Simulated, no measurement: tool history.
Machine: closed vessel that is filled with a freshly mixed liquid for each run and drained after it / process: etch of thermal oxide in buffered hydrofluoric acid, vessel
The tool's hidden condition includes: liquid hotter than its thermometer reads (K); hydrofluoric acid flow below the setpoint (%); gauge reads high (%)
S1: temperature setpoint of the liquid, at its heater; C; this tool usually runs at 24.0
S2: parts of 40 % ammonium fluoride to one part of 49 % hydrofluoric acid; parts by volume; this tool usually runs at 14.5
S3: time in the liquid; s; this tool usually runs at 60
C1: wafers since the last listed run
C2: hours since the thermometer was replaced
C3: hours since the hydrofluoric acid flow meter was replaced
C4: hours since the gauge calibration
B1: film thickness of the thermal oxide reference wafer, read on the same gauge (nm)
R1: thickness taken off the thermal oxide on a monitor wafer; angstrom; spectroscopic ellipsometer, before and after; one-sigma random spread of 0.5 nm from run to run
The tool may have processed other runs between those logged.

Run 1, hour 0.0: usual settings but S2 16.0 parts by volume; C1 0; C2 1467.8; C3 720.2; C4 493.1; B1 49.99. Result: R1 488.8 angstrom.
Run 2, hour 60.5: usual settings but S2 16.0 parts by volume; C1 6516; C2 1528.3; C3 780.7; C4 553.6; B1 50.02. Result: R1 489.5 angstrom.
At hour 152.4: hydrofluoric acid flow meter replaced.
Run 3, hour 198.4: usual settings but S1 27.5 C; C1 14745; C2 1666.2; C3 46.0; C4 691.5; B1 49.99. Result: R1 712.5 angstrom.
Run 4, hour 241.8: usual settings but S1 27.5 C; C1 4674; C2 1709.6; C3 89.4; C4 734.9; B1 49.99. Result: R1 718.1 angstrom.
At hour 265.9: thermometer replaced.
Run 5, hour 314.4: usual settings but S1 27.5 C; C1 7712; C2 48.5; C3 162.0; C4 807.5; B1 49.99. Result: R1 651.9 angstrom.
Run 6, hour 375.5: usual settings but S3 40 s; C1 6581; C2 109.6; C3 223.1; C4 868.6; B1 50.01. Result: R1 361.0 angstrom.
Run 7, hour 452.3: usual settings but S3 40 s; C1 8272; C2 186.4; C3 299.9; C4 945.4; B1 49.98. Result: R1 357.0 angstrom.
Run 8, hour 549.6: usual settings but S3 40 s; C1 10480; C2 283.7; C3 397.2; C4 1042.7; B1 50.01. Result: R1 349.9 angstrom.
Run 9, hour 832.8: usual settings but S1 23.0 C; C1 30503; C2 566.9; C3 680.4; C4 1325.9; B1 50.00. Result: R1 496.1 angstrom.
Run 10, hour 908.0: usual settings but S1 23.0 C; C1 8099; C2 642.1; C3 755.6; C4 1401.1; B1 50.00. Result: R1 488.7 angstrom.
At hour 931.7: hydrofluoric acid flow meter replaced.
Run 11, hour 974.6: usual settings; C1 7065; C2 708.7; C3 42.9; C4 1467.7; B1 50.00. Result: R1 565.7 angstrom.
Run 12, hour 1033.5: usual settings; C1 6344; C2 767.6; C3 101.8; C4 1526.6; B1 49.99. Result: R1 569.9 angstrom.
Run 13, hour 1141.0: usual settings but S1 25.0 C; C1 11578; C2 875.1; C3 209.3; C4 1634.1; B1 49.99. Result: R1 600.2 angstrom.
Run 14, hour 1219.1: usual settings but S1 25.0 C; C1 8412; C2 953.2; C3 287.4; C4 1712.2; B1 49.98. Result: R1 589.5 angstrom.
Run 15, hour 1323.4: usual settings; C1 11234; C2 1057.5; C3 391.7; C4 1816.5; B1 49.99. Result: R1 545.9 angstrom.
Run 16, hour 1372.8: usual settings; C1 5320; C2 1106.9; C3 441.1; C4 1865.9; B1 49.99. Result: R1 547.9 angstrom.
At hour 1434.7: gauge calibrated.
Run 17, hour 1443.1: usual settings but S1 26.0 C, S2 19.5 parts by volume, S3 30 s; C1 7572; C2 1177.2; C3 511.4; C4 8.4; B1 50.00. Result: R1 229.7 angstrom.
Run 18, hour 1502.5: usual settings but S1 19.0 C; C1 6397; C2 1236.6; C3 570.8; C4 67.8; B1 49.99. Result: R1 419.2 angstrom.
Run 19, hour 1575.9: usual settings but S1 25.5 C, S2 16.0 parts by volume; C1 7905; C2 1310.0; C3 644.2; C4 141.2; B1 50.01. Result: R1 528.2 angstrom.
Run 20, hour 1683.2: usual settings; C1 11557; C2 1417.3; C3 751.5; C4 248.5; B1 50.00. Result: R1 542.9 angstrom.
Run 21, hour 1736.5: usual settings but S1 20.5 C, S2 10.5 parts by volume; C1 5740; C2 1470.6; C3 804.8; C4 301.8; B1 49.98. Result: R1 609.3 angstrom.
At hour 1816.2: hydrofluoric acid flow meter replaced.
Run 22, hour 1975.8: usual settings; C1 25667; C2 1709.9; C3 159.6; C4 541.1; B1 50.00. Result: R1 582.2 angstrom.
At hour 2012.0: thermometer replaced.
Run 23, hour 2058.3: usual settings; C1 8778; C2 46.3; C3 242.1; C4 623.6; B1 49.96. Result: R1 547.3 angstrom.
Run 24, hour 2119.9: usual settings but S3 40 s; C1 6634; C2 107.9; C3 303.7; C4 685.2; B1 50.01. Result: R1 364.7 angstrom.
Run 25, hour 2158.1: usual settings but S1 28.0 C, S3 75 s; C1 4114; C2 146.1; C3 341.9; C4 723.4; B1 49.99. Result: R1 841.2 angstrom.
Run 26, hour 2236.1: usual settings but S1 27.0 C; C1 8401; C2 224.1; C3 419.9; C4 801.4; B1 49.99. Result: R1 636.9 angstrom.
Run 27, hour 2273.8: usual settings but S1 28.5 C, S2 9.5 parts by volume, S3 45 s; C1 4060; C2 261.8; C3 457.6; C4 839.1; B1 49.98. Result: R1 773.3 angstrom.
Run 28, hour 2342.7: usual settings but S3 85 s; C1 7421; C2 330.7; C3 526.5; C4 908.0; B1 50.00. Result: R1 767.3 angstrom.
Run 29, hour 2416.7: usual settings but S2 10.5 parts by volume, S3 30 s; C1 7970; C2 404.7; C3 600.5; C4 982.0; B1 50.01. Result: R1 367.9 angstrom.
Run 30, hour 2521.9: usual settings but S1 28.0 C, S2 12.0 parts by volume, S3 35 s; C1 11331; C2 509.9; C3 705.7; C4 1087.2; B1 50.01. Result: R1 462.1 angstrom.
At hour 2572.0: hydrofluoric acid flow meter replaced.
Run 31, hour 2611.2: usual settings but S1 28.0 C, S2 19.5 parts by volume, S3 30 s; C1 9510; C2 599.2; C3 39.2; C4 1176.5; B1 50.01. Result: R1 265.1 angstrom.
Run 32, hour 2708.1: usual settings; C1 10437; C2 696.1; C3 136.1; C4 1273.4; B1 49.99. Result: R1 568.6 angstrom.

Exercise: give the hidden state of the tool at every run:
gauge reads high (%): 0, the same for each run
H1: liquid hotter than its thermometer reads (K)
H2: hydrofluoric acid flow below the setpoint (%)
run      H1    H2
  1     1.5  9.25
  2    1.57  9.96
  3     1.7  1.34
  4    1.75  1.84
  5  0.0633  2.69
  6   0.124   3.4
  7     0.2  4.29
  8   0.297  5.42
  9   0.579  8.71
 10   0.653  9.59
 11   0.719  0.79
 12   0.778  1.47
 13   0.885  2.72
 14   0.962  3.63
 15    1.07  4.84
 16    1.12  5.42
 17    1.19  6.24
 18    1.24  6.93
 19    1.32  7.78
 20    1.42  9.03
 21    1.48  9.65
 22    1.71  2.08
 23   0.588  3.04
 24   0.649  3.75
 25   0.687   4.2
 26   0.765  5.11
 27   0.802  5.54
 28   0.871  6.34
 29   0.944   7.2
 30    1.05  8.43
 31    1.14  1.37
 32    1.23   2.5
